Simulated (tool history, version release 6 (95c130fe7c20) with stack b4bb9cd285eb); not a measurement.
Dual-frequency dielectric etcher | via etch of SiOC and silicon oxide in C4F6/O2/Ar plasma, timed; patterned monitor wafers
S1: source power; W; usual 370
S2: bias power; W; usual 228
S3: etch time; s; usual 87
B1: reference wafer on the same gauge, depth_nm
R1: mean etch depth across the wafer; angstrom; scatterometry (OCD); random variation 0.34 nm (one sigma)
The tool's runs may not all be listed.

run,day,S1,S2,S3,B1,R1
1,0,370,228,87,97.1,1176
# day 6.462: wet clean of the chamber
2,6.483,370,228,87,97,1134
3,9.617,370,228,87,97,1149
4,13.162,370,228,87,97,1156
5,14.833,370,228,87,97,1159
6,16.821,410,228,87,97,1238
7,20.396,370,228,87,97.1,1175
8,23.3,370,228,87,97.1,1187
# day 25.958: wet clean of the chamber
9,26.217,370,228,87,97.1,1158
10,29.825,370,228,87,97,1155
11,33.058,370,228,87,97,1171
12,36.279,370,228,87,97,1176
13,38.233,420,183,97.5,97,1296
14,40.892,370,188,94.5,97,1189
# day 44.921: wet clean of the chamber
15,45.617,450,213,87,97,1251
16,47.858,370,228,93.5,97,1250
17,51.783,370,228,87,96.9,1164
# day 53.888: upper electrode replaced
# day 60.883: gauge calibrated
# day 61.646: bias power generator calibrated
# day 61.662: source power generator calibrated
18,62.958,370,213,106,96.9,1360
# day 65.071: wet clean of the chamber
19,66.729,320,277,101.5,97,1307
20,68.621,370,189,87,96.9,1039
21,71.329,370,228,87,97.1,1134
22,74.225,460,173,71.5,97.1,946
23,75.833,370,228,87,97,1145
24,80.104,370,194,87,96.9,1079
25,83.338,280,281,108.5,97.1,1318

3 ways to go on from here, each from the tool as it stands after run 25. What would each give?
A,83.354,370,228,74.5,?,?
B,83.354,370,261,75,?,?
C,83.354,420,282,67,?,?

run,B1,R1
A,97,997
B,97,1064
C,97,1058
Without the tool's hidden state the same runs would have given:
run,R1
A,965
B,1030
C,1024
